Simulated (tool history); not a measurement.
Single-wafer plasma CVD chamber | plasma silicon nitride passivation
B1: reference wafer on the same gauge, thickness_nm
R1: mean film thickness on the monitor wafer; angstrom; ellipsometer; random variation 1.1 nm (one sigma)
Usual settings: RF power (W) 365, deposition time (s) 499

run 1 day=0 | RF_power_(W)=365 deposition_time_(s)=499 | B1=764.201 | R1=7177.77
run 2 day=0.425 | RF_power_(W)=365 deposition_time_(s)=499 | B1=763.805 | R1=7197.81
run 3 day=0.954 | RF_power_(W)=365 deposition_time_(s)=499 | B1=763.901 | R1=7201.58
run 4 day=1.675 | RF_power_(W)=365 deposition_time_(s)=499 | B1=764.085 | R1=7185.89
run 5 day=2.588 | RF_power_(W)=330 deposition_time_(s)=499 | B1=763.835 | R1=6940.92
run 6 day=3.071 | RF_power_(W)=330 deposition_time_(s)=499 | B1=764.227 | R1=6947.15
run 7 day=3.638 | RF_power_(W)=330 deposition_time_(s)=499 | B1=763.874 | R1=6942.94
run 8 day=3.9 | RF_power_(W)=365 deposition_time_(s)=438 | B1=763.954 | R1=6287.44
run 9 day=4.325 | RF_power_(W)=365 deposition_time_(s)=438 | B1=763.998 | R1=6303.01
run 10 day=4.871 | RF_power_(W)=310 deposition_time_(s)=499 | B1=763.899 | R1=6775.65
run 11 day=5.579 | RF_power_(W)=365 deposition_time_(s)=499 | B1=764.045 | R1=7189.26
run 12 day=6.071 | RF_power_(W)=365 deposition_time_(s)=499 | B1=763.94 | R1=7171.26
run 13 day=6.675 | RF_power_(W)=420 deposition_time_(s)=499 | B1=764.074 | R1=7516.75
run 14 day=7.708 | RF_power_(W)=415 deposition_time_(s)=499 | B1=764.19 | R1=7495.95
run 15 day=8.367 | RF_power_(W)=415 deposition_time_(s)=499 | B1=764.036 | R1=7473.62
run 16 day=10.033 | RF_power_(W)=410 deposition_time_(s)=471 | B1=763.899 | R1=7052.19
run 17 day=10.371 | RF_power_(W)=320 deposition_time_(s)=499 | B1=764.064 | R1=6842.43
run 18 day=10.958 | RF_power_(W)=365 deposition_time_(s)=499 | B1=764.01 | R1=7165.01
run 19 day=11.5 | RF_power_(W)=435 deposition_time_(s)=407 | B1=763.837 | R1=6193.62
run 20 day=11.933 | RF_power_(W)=310 deposition_time_(s)=565 | B1=763.805 | R1=7659.73
run 21 day=12.408 | RF_power_(W)=365 deposition_time_(s)=436 | B1=763.849 | R1=6259.08
run 22 day=13.083 | RF_power_(W)=435 deposition_time_(s)=474 | B1=763.87 | R1=7421.08
run 23 day=13.462 | RF_power_(W)=365 deposition_time_(s)=499 | B1=763.945 | R1=7361.54
run 24 day=14.038 | RF_power_(W)=320 deposition_time_(s)=423 | B1=764.033 | R1=5968.09
run 25 day=14.596 | RF_power_(W)=365 deposition_time_(s)=499 | B1=764.219 | R1=7358.26
run 26 day=15.033 | RF_power_(W)=365 deposition_time_(s)=499 | B1=763.98 | R1=7376.18
run 27 day=15.738 | RF_power_(W)=340 deposition_time_(s)=528 | B1=763.682 | R1=7582.16
run 28 day=17.288 | RF_power_(W)=435 deposition_time_(s)=575 | B1=764.04 | R1=8985.22
run 29 day=17.908 | RF_power_(W)=315 deposition_time_(s)=524 | B1=764.07 | R1=7356.87
run 30 day=18.304 | RF_power_(W)=365 deposition_time_(s)=499 | B1=764.03 | R1=7336.41
run 31 day=19.004 | RF_power_(W)=365 deposition_time_(s)=499 | B1=763.907 | R1=7342.75

Taken out of this log: 3 entries between the listed runs. Where each belongs, and how the hidden state differs across it:
Between runs 12 and 13: gauge calibrated (day 6.121)
  delivered RF power above the setpoint (%): -7.43 -> -7.47
  measured less the result without the state, R1: -192.93 -> -203.57 angstrom
Between runs 15 and 16: showerhead replaced (day 9.258)
  delivered RF power above the setpoint (%): -7.6 -> -7.73
  measured less the result without the state, R1: -206.13 -> -197.97 angstrom
Between runs 21 and 22: RF generator calibrated (day 13.062)
  delivered RF power above the setpoint (%): -7.91 -> -0.255
  measured less the result without the state, R1: -180.11 -> -6.49 angstrom

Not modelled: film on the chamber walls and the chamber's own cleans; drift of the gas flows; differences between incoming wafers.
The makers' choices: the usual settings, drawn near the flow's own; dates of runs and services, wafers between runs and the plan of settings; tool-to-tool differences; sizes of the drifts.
